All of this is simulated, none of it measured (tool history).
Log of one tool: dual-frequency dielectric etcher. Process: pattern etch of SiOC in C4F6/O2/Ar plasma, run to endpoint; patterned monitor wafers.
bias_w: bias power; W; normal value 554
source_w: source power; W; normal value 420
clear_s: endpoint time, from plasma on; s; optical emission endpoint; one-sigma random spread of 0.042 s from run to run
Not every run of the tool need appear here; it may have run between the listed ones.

| run | day | bias_w | source_w | incoming incoming film thickness, nm | clear_s |
|---|---|---|---|---|---|
| 1 | 0.000 | 554 | 420 | 35.37 | 11.4 |
| 2 | 2.817 | 554 | 420 | 35.42 | 11.3 |
| 3 | 5.492 | 554 | 420 | 35.52 | 11.4 |
| 4 | 9.292 | 554 | 420 | 36.03 | 11.3 |
|  | 11.067 | wet clean of the chamber |
| 5 | 12.979 | 554 | 420 | 35.08 | 11.4 |
| 6 | 15.938 | 554 | 420 | 35.18 | 11.3 |
| 7 | 19.333 | 554 | 420 | 35.18 | 11.4 |
|  | 27.517 | upper electrode replaced |
|  | 29.188 | wet clean of the chamber |
|  | 32.375 | source power generator calibrated |
| 8 | 32.542 | 554 | 420 | 35.72 | 11.5 |
| 9 | 34.233 | 554 | 420 | 35.52 | 11.5 |
|  | 36.392 | bias power generator calibrated |
| 10 | 36.896 | 554 | 420 | 35.81 | 11.4 |
| 11 | 39.471 | 468 | 450 | 35.23 | 12.0 |
| 12 | 42.917 | 554 | 420 | 35.17 | 11.2 |
|  | 45.404 | wet clean of the chamber |
| 13 | 46.421 | 554 | 380 | 35.20 | 11.8 |
| 14 | 50.158 | 554 | 420 | 35.25 | 11.3 |
| 15 | 54.525 | 668 | 510 | 35.68 | 9.6 |
|  | 61.783 | wet clean of the chamber |
| 16 | 66.729 | 671 | 350 | 35.27 | 10.9 |
| 17 | 69.212 | 433 | 370 | 35.99 | 13.9 |
| 18 | 73.375 | 466 | 470 | 35.27 | 12.0 |

What if the next run were any one of these 3? Each begins from the tool's condition after run 18:
| A | 73.392 | 554 | 420 | 35.46 | ? |
| B | 73.392 | 676 | 510 | 35.46 | ? |
| C | 73.392 | 491 | 330 | 35.46 | ? |

| run | clear_s |
|---|---|
| A | 11.3 |
| B | 9.5 |
| C | 13.1 |
Without the tool's hidden state the same runs would have given:
| run | clear_s |
|---|---|
| A | 11.5 |
| B | 9.7 |
| C | 13.4 |
